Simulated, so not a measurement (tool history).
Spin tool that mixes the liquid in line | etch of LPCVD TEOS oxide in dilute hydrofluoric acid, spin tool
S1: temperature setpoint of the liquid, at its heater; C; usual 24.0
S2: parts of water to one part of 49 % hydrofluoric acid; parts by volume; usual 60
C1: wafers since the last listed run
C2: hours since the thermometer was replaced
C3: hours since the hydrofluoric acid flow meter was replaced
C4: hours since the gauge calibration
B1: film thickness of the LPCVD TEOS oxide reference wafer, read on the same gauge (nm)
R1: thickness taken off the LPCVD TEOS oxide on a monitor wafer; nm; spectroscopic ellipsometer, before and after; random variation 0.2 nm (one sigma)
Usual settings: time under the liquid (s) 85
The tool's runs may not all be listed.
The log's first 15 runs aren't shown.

Run 16, hour 816.8: usual settings but S1 22.0 C, S2 85 parts by volume, time under the liquid (s) 110; C1 304; C2 1389.0; C3 220.7; C4 578.5; B1 80.06. Result: R1 44.87 nm.
Run 17, hour 860.7: usual settings but time under the liquid (s) 120; C1 380; C2 1432.9; C3 264.6; C4 622.4; B1 79.98. Result: R1 77.20 nm.
Run 18, hour 917.5: usual settings but S1 25.5 C, S2 85 parts by volume, time under the liquid (s) 110; C1 492; C2 1489.7; C3 321.4; C4 679.2; B1 79.95. Result: R1 51.75 nm.
Run 19, hour 954.2: usual settings but S1 26.5 C, S2 50 parts by volume, time under the liquid (s) 120; C1 318; C2 1526.4; C3 358.1; C4 715.9; B1 80.04. Result: R1 104.51 nm.
Run 20, hour 1022.1: usual settings; C1 588; C2 1594.3; C3 426.0; C4 783.8; B1 80.03. Result: R1 54.93 nm.
Run 21, hour 1089.3: usual settings but S1 20.0 C, time under the liquid (s) 65; C1 582; C2 1661.5; C3 493.2; C4 851.0; B1 79.99. Result: R1 35.96 nm.
Run 22, hour 1151.0: usual settings; C1 535; C2 1723.2; C3 554.9; C4 912.7; B1 80.02. Result: R1 55.02 nm.
At hour 1180.5: thermometer replaced.
Run 23, hour 1217.7: usual settings but S1 20.0 C; C1 569; C2 37.2; C3 621.6; C4 979.4; B1 79.96. Result: R1 45.33 nm.
Run 24, hour 1310.0: usual settings but S1 28.0 C, S2 70 parts by volume; C1 800; C2 129.5; C3 713.9; C4 1071.7; B1 80.07. Result: R1 53.06 nm.
Run 25, hour 1357.6: usual settings; C1 412; C2 177.1; C3 761.5; C4 1119.3; B1 79.99. Result: R1 53.40 nm.
Run 26, hour 1403.7: usual settings but S1 28.5 C, S2 85 parts by volume, time under the liquid (s) 40; C1 399; C2 223.2; C3 807.6; C4 1165.4; B1 80.05. Result: R1 20.45 nm.
Run 27, hour 1450.5: usual settings but S1 28.5 C, S2 80 parts by volume, time under the liquid (s) 60; C1 405; C2 270.0; C3 854.4; C4 1212.2; B1 79.97. Result: R1 32.83 nm.
Run 28, hour 1506.9: usual settings but S1 22.0 C, S2 80 parts by volume, time under the liquid (s) 40; C1 489; C2 326.4; C3 910.8; C4 1268.6; B1 80.02. Result: R1 16.93 nm.
Run 29, hour 1543.6: usual settings but S1 22.0 C, S2 40 parts by volume, time under the liquid (s) 125; C1 318; C2 363.1; C3 947.5; C4 1305.3; B1 79.97. Result: R1 110.97 nm.
Run 30, hour 1591.5: usual settings but time under the liquid (s) 120; C1 415; C2 411.0; C3 995.4; C4 1353.2; B1 80.06. Result: R1 75.19 nm.
Run 31, hour 1651.7: usual settings but S1 22.5 C; C1 522; C2 471.2; C3 1055.6; C4 1413.4; B1 79.98. Result: R1 50.33 nm.
Run 32, hour 1721.7: usual settings but S1 27.5 C, S2 45 parts by volume; C1 607; C2 541.2; C3 1125.6; C4 1483.4; B1 80.03. Result: R1 84.12 nm.
Run 33, hour 1840.5: usual settings but S1 22.0 C, S2 45 parts by volume, time under the liquid (s) 110; C1 1030; C2 660.0; C3 1244.4; C4 1602.2; B1 80.03. Result: R1 85.74 nm.

4 ways to go on from here, each from the tool as it stands after run 33. What would each give?
Run A, hour 1840.9: usual settings but S2 85 parts by volume; C1 3; C2 660.4; C3 1244.8; C4 1602.6; B1 ?. Result: R1 ?.
Run B, hour 1840.9: usual settings but S1 21.0 C; C1 3; C2 660.4; C3 1244.8; C4 1602.6; B1 ?. Result: R1 ?.
Run C, hour 1840.9: usual settings but S1 28.0 C, S2 40 parts by volume, time under the liquid (s) 105; C1 3; C2 660.4; C3 1244.8; C4 1602.6; B1 ?. Result: R1 ?.
Run D, hour 1840.9: usual settings but S1 26.5 C, S2 85 parts by volume, time under the liquid (s) 60; C1 3; C2 660.4; C3 1244.8; C4 1602.6; B1 ?. Result: R1 ?.

run     B1      R1
  A  80.01   36.47
  B  80.01   47.21
  C  80.01  119.78
  D  80.01   28.41
Without the tool's hidden state the same runs would have given:
run      R1
  A   37.79
  B   48.83
  C  123.84
  D   29.45

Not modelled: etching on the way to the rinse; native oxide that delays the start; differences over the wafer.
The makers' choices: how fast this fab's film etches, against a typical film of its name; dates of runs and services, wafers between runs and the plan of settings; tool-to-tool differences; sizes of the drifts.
